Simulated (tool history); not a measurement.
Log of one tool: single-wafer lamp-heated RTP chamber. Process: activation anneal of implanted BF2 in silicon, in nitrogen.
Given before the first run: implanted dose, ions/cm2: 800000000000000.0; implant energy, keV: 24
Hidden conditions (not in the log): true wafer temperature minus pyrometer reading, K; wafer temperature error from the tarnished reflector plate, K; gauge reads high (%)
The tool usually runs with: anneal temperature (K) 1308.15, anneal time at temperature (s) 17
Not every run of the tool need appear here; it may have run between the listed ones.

run    hour  anneal temperature (K)  anneal time at temperature (s)  wafers since the last listed run  wafers since the last pyrometer calibration  wafers since the reflector plate was cleaned  hours since the gauge calibration  read-back reference wafer on the same gauge, sheet resistance  sheet resistance of the implanted and annealed layer (ohm/square)
  1     0.0                 1308.15                              17                                 0                                          932                                           298                              147.5                                                         159.11                                                             172.74
  2    55.3                 1308.15                              17                               579                                         1512                                           878                              202.8                                                         159.09                                                             172.12
  3   160.4                 1308.15                              17                              1102                                         2614                                          1980                              307.9                                                         158.93                                                             171.85
  4   261.7                 1308.15                              17                              1062                                         3676                                          3042                              409.2                                                         158.96                                                             171.95
  5   343.4                 1308.15                              17                               856                                         4533                                          3899                              490.9                                                         158.89                                                             171.11
  6   399.6                 1308.15                              22                               589                                         5122                                          4488                              547.1                                                         159.07                                                             168.39
  7   440.4                 1308.15                              17                               427                                         5550                                          4916                              587.9                                                         159.07                                                             172.00
  8   518.7                 1295.15                              10                               821                                         6371                                          5737                              666.2                                                         158.92                                                             184.40
      545.4  -- gauge calibrated
  9   624.7                 1308.15                              21                              1111                                         7483                                          6848                               79.3                                                         158.97                                                             168.40
 10   689.2                 1308.15                              17                               676                                         8159                                          7525                              143.8                                                         159.06                                                             170.15
      707.1  -- pyrometer window cleaned and pyrometer calibrated
      759.9  -- reflector plate cleaned
 11   760.4                 1278.15                              21                               578                                          474                                             5                              215.0                                                         158.94                                                             188.03
 12   827.7                 1308.15                              13                               705                                         1180                                           711                              282.3                                                         158.98                                                             176.73
 13   907.4                 1308.15                              14                               835                                         2016                                          1546                              362.0                                                         159.02                                                             174.63
 14   972.5                 1334.15                              21                               682                                         2698                                          2229                              427.1                                                         159.08                                                             159.77
 15  1025.9                 1332.15                               7                               559                                         3258                                          2789                              480.5                                                         158.96                                                             171.68

Alternative continuations, all from the tool just after run 15; predict every row:
  A  1026.3                 1308.15                              17                                 4                                         3262                                          2793                              480.9                                                              ?                                                                  ?
  B  1026.3                 1285.15                               8                                 4                                         3262                                          2793                              480.9                                                              ?                                                                  ?
  C  1026.3                 1298.15                               7                                 4                                         3262                                          2793                              480.9                                                              ?                                                                  ?

run  read-back reference wafer on the same gauge, sheet resistance  sheet resistance of the implanted and annealed layer (ohm/square)
  A                                                         159.07                                                             172.07
  B                                                         159.07                                                             195.80
  C                                                         159.07                                                             188.84
What these runs would have given with no unlogged condition in the tool:
run  sheet resistance of the implanted and annealed layer (ohm/square)
  A                                                             173.45
  B                                                             197.97
  C                                                             190.74

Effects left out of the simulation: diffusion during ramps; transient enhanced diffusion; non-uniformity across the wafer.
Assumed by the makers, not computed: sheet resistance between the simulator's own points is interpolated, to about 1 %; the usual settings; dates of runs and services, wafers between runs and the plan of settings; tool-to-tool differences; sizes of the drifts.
